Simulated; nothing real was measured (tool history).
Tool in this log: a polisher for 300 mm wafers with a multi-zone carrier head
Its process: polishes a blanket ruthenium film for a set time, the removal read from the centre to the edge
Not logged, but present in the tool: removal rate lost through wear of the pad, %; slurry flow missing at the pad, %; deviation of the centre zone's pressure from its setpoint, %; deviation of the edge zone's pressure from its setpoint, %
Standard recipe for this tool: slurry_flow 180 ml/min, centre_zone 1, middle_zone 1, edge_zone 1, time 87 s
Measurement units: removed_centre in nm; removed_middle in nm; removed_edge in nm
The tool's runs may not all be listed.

run   hour  slurry_flow  centre_zone  middle_zone  edge_zone  time  wafers since the last listed run  wafers polished on this pad  hours since the slurry nozzle was cleaned  hours since the centre zone pressure was calibrated  hours since the edge zone pressure was calibrated  hours since the carrier head's membrane was replaced  incoming thickness of the incoming film, nm  removed_centre  removed_middle  removed_edge
  1      0          160            1            1          1    87                                 0                          544                                      587.3                                                346.2                                              741.1                                                1722.8                                        604.6            82.7            82.9          84.6
  2   17.7          160            1            1          1    87                               202                          746                                        605                                                363.9                                              758.8                                                1740.5                                          599            81.3            83.1          82.8
  3   34.7          160            1            1          1    87                               194                          940                                        622                                                380.9                                              775.8                                                1757.5                                        607.8            82.4            83.3          83.8
      47.2  -- worn pad replaced by a new one
  4   50.8          180            1         0.92          1    87                               138                           40                                      638.1                                                  397                                              791.9                                                1773.6                                        605.7            85.7            80.6          86.6
  5   58.6          180            1         0.92          1    87                                89                          130                                      645.9                                                404.8                                              799.7                                                1781.4                                        607.9            84.1            80.4          85.7
  6   73.6          180            1         0.92          1    87                               171                          301                                      660.9                                                419.8                                              814.7                                                1796.4                                        599.3              83              79          86.6
  7   88.3          150            1            1          1    87                               168                          469                                      675.6                                                434.5                                              829.4                                                1811.1                                          594            78.5            80.4          82.6
     101.6  -- slurry nozzle cleaned
  8  105.7          150            1            1          1    87                               187                          656                                        4.1                                                451.9                                              846.8                                                1828.5                                        603.9            89.6            90.9          88.1
  9  111.9          150            1            1          1    87                                70                          727                                       10.3                                                458.1                                                853                                                1834.7                                        598.1            90.2            90.7          87.8
 10  123.7          180            1            1       0.94    87                               134                          862                                       22.1                                                469.9                                              864.8                                                1846.5                                        602.4            95.3            94.8          89.3
     138.1  -- worn pad replaced by a new one
 11  140.6          240         0.96         1.12       1.03    87                               147                           28                                         39                                                486.8                                              881.7                                                1863.4                                        592.6              92           103.2          92.5
 12  162.1          180         1.09          1.1          1    87                               245                          274                                       60.5                                                508.3                                              903.2                                                1884.9                                        610.9            98.7            98.7          89.1
 13  175.8          235            1            1          1    96                               156                          430                                       74.2                                                  522                                              916.9                                                1898.6                                        605.8           105.2           104.8         103.6
 14  188.3          180            1            1       1.08   117                               142                          573                                       86.7                                                534.5                                              929.4                                                1911.1                                          601           123.8           121.9         122.7
     193.8  -- centre zone pressure recalibrated
     231.6  -- worn pad replaced by a new one
 15  232.1          205         1.06            1          1    87                               432                            5                                      130.5                                                 38.3                                              973.2                                                1954.9                                        596.3           100.1            94.4          91.6
     249.4  -- carrier head's membrane replaced by a new one
 16  249.9          180            1            1          1    87                               146                          151                                      148.3                                                 56.1                                                991                                                   0.5                                        601.2            92.4            91.2          88.4
     255.1  -- edge zone pressure recalibrated
 17  264.7          140         1.09            1       0.94    77                               146                          298                                      163.1                                                 70.9                                                9.6                                                  15.3                                        598.9            84.2            77.4          74.5
 18  277.2          230            1         1.04       0.96   115                               142                          441                                      175.6                                                 83.4                                               22.1                                                  27.8                                          598           123.3           130.5         120.4
 19    295          180            1            1          1    87                               203                          644                                      193.4                                                101.2                                               39.9                                                  45.6                                        597.6            90.7            90.7          89.3
 20  312.1          180            1         0.92          1    87                               195                          840                                      210.5                                                118.3                                                 57                                                  62.7                                        605.2            90.8            84.6          89.9
     324.3  -- worn pad replaced by a new one
 21  335.3          180            1         0.93          1    87                               219                          125                                      233.7                                                141.5                                               80.2                                                  85.9                                          600            93.2            86.4          88.2
 22  351.7          115            1         1.05       0.95    87                               187                          313                                      250.1                                                157.9                                               96.6                                                 102.3                                        597.7            80.4            86.8            83

4 ways to go on from here, each from the tool as it stands after run 22. What would each give?
  A  352.2          180            1            1          1    87                                 5                          318                                      250.6                                                158.4                                               97.1                                                 102.8                                        598.7               ?               ?             ?
  B  352.2          120         1.03         1.08        0.9    87                                 5                          318                                      250.6                                                158.4                                               97.1                                                 102.8                                        598.7               ?               ?             ?
  C  352.2          180         1.03         0.92          1    62                                 5                          318                                      250.6                                                158.4                                               97.1                                                 102.8                                        598.7               ?               ?             ?
  D  352.2          200            1         1.09       1.08    87                                 5                          318                                      250.6                                                158.4                                               97.1                                                 102.8                                        598.7               ?               ?             ?

run  removed_centre  removed_middle  removed_edge
  A            91.3            91.4          88.8
  B            85.2            89.1          80.9
  C            66.9            61.1          63.4
  D            93.2            99.6          92.1
Without the tool's hidden state the same runs would have given:
run  removed_centre  removed_middle  removed_edge
  A              94            93.8          90.5
  B            88.9            92.4            83
  C            68.8            62.7          64.5
  D            95.6           101.9          93.7
